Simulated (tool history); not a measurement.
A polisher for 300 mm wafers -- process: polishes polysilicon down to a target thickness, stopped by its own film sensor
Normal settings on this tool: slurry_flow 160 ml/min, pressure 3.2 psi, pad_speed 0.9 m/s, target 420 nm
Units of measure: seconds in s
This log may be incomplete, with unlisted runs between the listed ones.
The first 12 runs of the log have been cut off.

run,day,slurry_flow,pressure,pad_speed,target,"incoming thickness of the incoming film, nm",seconds
# day 6.796: worn pad replaced by a new one
13,7.158,160,3.2,0.9,420,973.8,55.4
14,7.808,160,3.2,0.9,420,950.4,53.2
15,8.392,120,3.2,1.14,420,973.8,46.5
# day 8.871: slurry nozzle cleaned
16,9.025,160,2.9,0.9,420,946.8,61.2
17,11.229,160,3.2,0.9,420,940.1,53.3
18,11.746,160,3.2,0.9,420,957.8,56.7
19,12.067,190,3.6,0.74,592,958.7,39
20,12.538,185,3.2,0.78,503,970.7,55.2
21,13.1,160,2.6,0.9,420,973.5,72

What will run 22 give?
22,13.404,205,3.5,0.9,420,956.7,?

For run 22 the tool returned seconds 49.9 s.
Had the tool carried no hidden state, the very same run would have given seconds 51.3 s.
